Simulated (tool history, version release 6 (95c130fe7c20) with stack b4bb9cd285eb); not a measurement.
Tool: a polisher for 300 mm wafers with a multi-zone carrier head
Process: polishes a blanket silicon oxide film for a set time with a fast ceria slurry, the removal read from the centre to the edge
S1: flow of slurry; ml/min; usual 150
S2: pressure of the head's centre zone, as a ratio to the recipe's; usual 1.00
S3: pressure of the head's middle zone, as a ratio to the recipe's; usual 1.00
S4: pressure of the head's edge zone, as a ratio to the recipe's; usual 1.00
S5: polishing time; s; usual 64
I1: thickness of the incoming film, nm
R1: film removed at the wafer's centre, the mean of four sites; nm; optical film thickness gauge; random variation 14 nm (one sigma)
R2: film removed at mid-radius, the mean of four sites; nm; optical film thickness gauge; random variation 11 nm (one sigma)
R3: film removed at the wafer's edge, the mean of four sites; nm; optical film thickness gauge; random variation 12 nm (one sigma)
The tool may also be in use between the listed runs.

| run | day | S1 | S2 | S3 | S4 | S5 | I1 | R1 | R2 | R3 |
|---|---|---|---|---|---|---|---|---|---|---|
| 1 | 0.000 | 150 | 1.00 | 0.93 | 1.00 | 69 | 2867.0 | 1106.4 | 1063.8 | 1139.4 |
| 2 | 1.504 | 150 | 1.00 | 1.00 | 1.00 | 64 | 2832.9 | 1002.6 | 1013.4 | 1017.1 |
| 3 | 2.708 | 150 | 1.00 | 1.00 | 1.00 | 50 | 2814.2 | 756.8 | 769.1 | 782.8 |
|  | 3.479 | worn pad replaced by a new one |
| 4 | 3.500 | 150 | 0.97 | 1.00 | 1.04 | 51 | 2799.8 | 854.2 | 865.6 | 880.2 |
| 5 | 4.712 | 135 | 1.00 | 0.96 | 1.09 | 43 | 2782.1 | 699.4 | 687.2 | 754.0 |
|  | 5.621 | carrier head's membrane replaced by a new one |
| 6 | 6.000 | 150 | 1.00 | 1.00 | 1.00 | 64 | 2882.0 | 1082.6 | 1098.6 | 1084.1 |
| 7 | 6.883 | 150 | 0.93 | 1.00 | 0.89 | 64 | 2797.3 | 1047.7 | 1077.2 | 1037.4 |
| 8 | 8.183 | 150 | 0.91 | 1.00 | 1.00 | 64 | 2834.8 | 988.9 | 1061.6 | 1076.9 |
| 9 | 9.300 | 150 | 1.00 | 1.00 | 1.00 | 64 | 2865.5 | 1020.8 | 1051.0 | 1047.8 |
| 10 | 10.396 | 150 | 1.00 | 1.00 | 1.00 | 64 | 2791.4 | 1032.7 | 1037.2 | 1028.9 |
| 11 | 11.846 | 150 | 1.00 | 1.00 | 1.00 | 64 | 2789.4 | 1000.2 | 989.1 | 982.3 |
|  | 11.975 | slurry nozzle cleaned |
|  | 13.062 | worn pad replaced by a new one |
| 12 | 13.083 | 150 | 1.05 | 1.00 | 1.04 | 64 | 2827.0 | 1112.4 | 1112.3 | 1113.9 |
| 13 | 13.696 | 125 | 1.11 | 1.00 | 1.00 | 64 | 2778.7 | 1103.0 | 1063.5 | 1082.2 |
|  | 14.512 | centre zone pressure recalibrated |
| 14 | 15.021 | 135 | 1.00 | 1.00 | 1.07 | 64 | 2830.5 | 1051.6 | 1069.8 | 1103.3 |
| 15 | 18.471 | 150 | 1.00 | 1.00 | 1.00 | 64 | 2846.1 | 1049.0 | 1068.0 | 1054.6 |
| 16 | 19.758 | 150 | 0.95 | 1.00 | 1.00 | 64 | 2835.4 | 1007.3 | 1034.4 | 1022.5 |
| 17 | 21.238 | 150 | 1.00 | 1.00 | 1.00 | 64 | 2857.2 | 1006.9 | 1017.3 | 1005.8 |
| 18 | 21.838 | 150 | 1.08 | 1.08 | 0.97 | 64 | 2782.8 | 1039.4 | 1059.0 | 992.9 |
|  | 22.408 | worn pad replaced by a new one |
| 19 | 22.588 | 200 | 1.00 | 1.00 | 1.00 | 45 | 2814.6 | 792.0 | 795.7 | 783.6 |
| 20 | 23.538 | 150 | 0.88 | 1.07 | 1.00 | 64 | 2809.7 | 1018.8 | 1145.2 | 1103.4 |
| 21 | 24.683 | 150 | 0.92 | 1.00 | 1.00 | 64 | 2836.0 | 1016.5 | 1080.2 | 1085.9 |
| 22 | 25.604 | 150 | 1.00 | 0.96 | 1.00 | 64 | 2828.9 | 1060.7 | 1029.9 | 1068.1 |

Forecast each of these 4 alternatives for the next run:
| A | 25.621 | 150 | 1.00 | 1.00 | 1.00 | 64 | 2842.4 | ? | ? | ? |
| B | 25.621 | 170 | 1.00 | 1.10 | 1.00 | 64 | 2842.4 | ? | ? | ? |
| C | 25.621 | 150 | 0.90 | 1.00 | 0.92 | 64 | 2842.4 | ? | ? | ? |
| D | 25.621 | 125 | 1.00 | 1.00 | 0.96 | 64 | 2842.4 | ? | ? | ? |

| run | R1 | R2 | R3 |
|---|---|---|---|
| A | 1072.1 | 1080.4 | 1058.5 |
| B | 1102.8 | 1196.5 | 1076.1 |
| C | 1013.4 | 1080.8 | 1023.8 |
| D | 1021.6 | 1035.3 | 1010.1 |
Without the tool's hidden state the same runs would have given:
| run | R1 | R2 | R3 |
|---|---|---|---|
| A | 1103.4 | 1111.9 | 1089.4 |
| B | 1134.9 | 1231.4 | 1107.5 |
| C | 1043.0 | 1112.3 | 1053.6 |
| D | 1051.4 | 1065.5 | 1039.5 |
